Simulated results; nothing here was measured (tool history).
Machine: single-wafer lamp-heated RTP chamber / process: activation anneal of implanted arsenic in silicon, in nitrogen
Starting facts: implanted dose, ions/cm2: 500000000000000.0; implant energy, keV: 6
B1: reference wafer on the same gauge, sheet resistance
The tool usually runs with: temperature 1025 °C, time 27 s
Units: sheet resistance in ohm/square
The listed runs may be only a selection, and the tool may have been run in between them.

{"run": 1, "hour": 0.0, "temperature": 1025, "time": 27, "B1": 253.88, "sheet resistance": 207.81}
{"run": 2, "hour": 6.9, "temperature": 1025, "time": 27, "B1": 254.0, "sheet resistance": 207.66}
{"run": 3, "hour": 20.6, "temperature": 1009, "time": 27, "B1": 253.98, "sheet resistance": 214.21}
{"run": 4, "hour": 29.8, "temperature": 1009, "time": 27, "B1": 253.75, "sheet resistance": 213.59}
{"run": 5, "hour": 47.1, "temperature": 1025, "time": 27, "B1": 254.11, "sheet resistance": 207.19}
{"run": 6, "hour": 60.0, "temperature": 1025, "time": 27, "B1": 254.05, "sheet resistance": 207.14}
{"run": 7, "hour": 77.1, "temperature": 1025, "time": 27, "B1": 253.98, "sheet resistance": 206.49}
{"run": 8, "hour": 85.1, "temperature": 1013, "time": 38, "B1": 253.95, "sheet resistance": 205.65}
{"run": 9, "hour": 98.5, "temperature": 1013, "time": 38, "B1": 254.06, "sheet resistance": 205.14}
{"run": 10, "hour": 110.6, "temperature": 1025, "time": 27, "B1": 253.92, "sheet resistance": 206.57}
{"run": 11, "hour": 119.2, "temperature": 1025, "time": 27, "B1": 253.86, "sheet resistance": 205.83}
{"hour": 132.4, "done": "pyrometer window cleaned and pyrometer calibrated"}
{"run": 12, "hour": 137.0, "temperature": 1025, "time": 27, "B1": 254.0, "sheet resistance": 207.92}
{"run": 13, "hour": 143.9, "temperature": 1025, "time": 27, "B1": 253.99, "sheet resistance": 208.32}
{"run": 14, "hour": 150.0, "temperature": 1036, "time": 27, "B1": 253.75, "sheet resistance": 204.13}
{"run": 15, "hour": 159.0, "temperature": 1025, "time": 20, "B1": 254.08, "sheet resistance": 213.17}
{"run": 16, "hour": 166.3, "temperature": 1047, "time": 34, "B1": 253.97, "sheet resistance": 196.35}
{"run": 17, "hour": 177.1, "temperature": 1017, "time": 33, "B1": 254.12, "sheet resistance": 207.2}
{"run": 18, "hour": 191.0, "temperature": 1011, "time": 23, "B1": 253.96, "sheet resistance": 216.55}
{"hour": 203.3, "done": "gauge calibrated"}
{"run": 19, "hour": 206.8, "temperature": 1025, "time": 38, "B1": 254.06, "sheet resistance": 201.81}
{"hour": 230.6, "done": "reflector plate cleaned"}
{"run": 20, "hour": 231.1, "temperature": 1025, "time": 13, "B1": 254.19, "sheet resistance": 222.61}
{"run": 21, "hour": 232.8, "temperature": 1025, "time": 27, "B1": 253.84, "sheet resistance": 209.12}
{"run": 22, "hour": 248.1, "temperature": 1051, "time": 27, "B1": 253.99, "sheet resistance": 199.84}
{"run": 23, "hour": 258.1, "temperature": 1025, "time": 27, "B1": 254.09, "sheet resistance": 208.89}
{"run": 24, "hour": 268.1, "temperature": 1006, "time": 14, "B1": 253.99, "sheet resistance": 228.29}
{"run": 25, "hour": 277.7, "temperature": 1025, "time": 11, "B1": 254.07, "sheet resistance": 224.69}
{"run": 26, "hour": 290.8, "temperature": 1044, "time": 22, "B1": 254.01, "sheet resistance": 204.91}
{"run": 27, "hour": 298.2, "temperature": 1013, "time": 32, "B1": 253.84, "sheet resistance": 210.16}
{"hour": 310.7, "done": "pyrometer window cleaned and pyrometer calibrated"}
{"run": 28, "hour": 318.2, "temperature": 1037, "time": 32, "B1": 253.95, "sheet resistance": 202.48}
{"run": 29, "hour": 335.0, "temperature": 1025, "time": 27, "B1": 253.79, "sheet resistance": 209.93}
{"run": 30, "hour": 347.8, "temperature": 1042, "time": 43, "B1": 253.82, "sheet resistance": 196.01}
{"run": 31, "hour": 360.2, "temperature": 1025, "time": 31, "B1": 253.91, "sheet resistance": 207.54}

Consider 5 possible next runs. They are alternatives, not a sequence: every one starts from the tool as it was left by run 31. What does each give?
{"run": "A", "hour": 360.6, "temperature": 1025, "time": 27, "B1": "?", "sheet resistance": "?"}
{"run": "B", "hour": 360.6, "temperature": 1008, "time": 35, "B1": "?", "sheet resistance": "?"}
{"run": "C", "hour": 360.6, "temperature": 1016, "time": 31, "B1": "?", "sheet resistance": "?"}
{"run": "D", "hour": 360.6, "temperature": 1017, "time": 27, "B1": "?", "sheet resistance": "?"}
{"run": "E", "hour": 360.6, "temperature": 1025, "time": 42, "B1": "?", "sheet resistance": "?"}

run=A B1=254.00 sheet_resistance=209.85
run=B B1=254.00 sheet_resistance=212.13
run=C B1=254.00 sheet_resistance=211.08
run=D B1=254.00 sheet_resistance=213.04
run=E B1=254.00 sheet_resistance=202.51
Take away the tool's hidden state, keep each run's random variation, and the runs would have read:
run=A sheet_resistance=212.12
run=B sheet_resistance=214.34
run=C sheet_resistance=213.34
run=D sheet_resistance=215.34
run=E sheet_resistance=204.72

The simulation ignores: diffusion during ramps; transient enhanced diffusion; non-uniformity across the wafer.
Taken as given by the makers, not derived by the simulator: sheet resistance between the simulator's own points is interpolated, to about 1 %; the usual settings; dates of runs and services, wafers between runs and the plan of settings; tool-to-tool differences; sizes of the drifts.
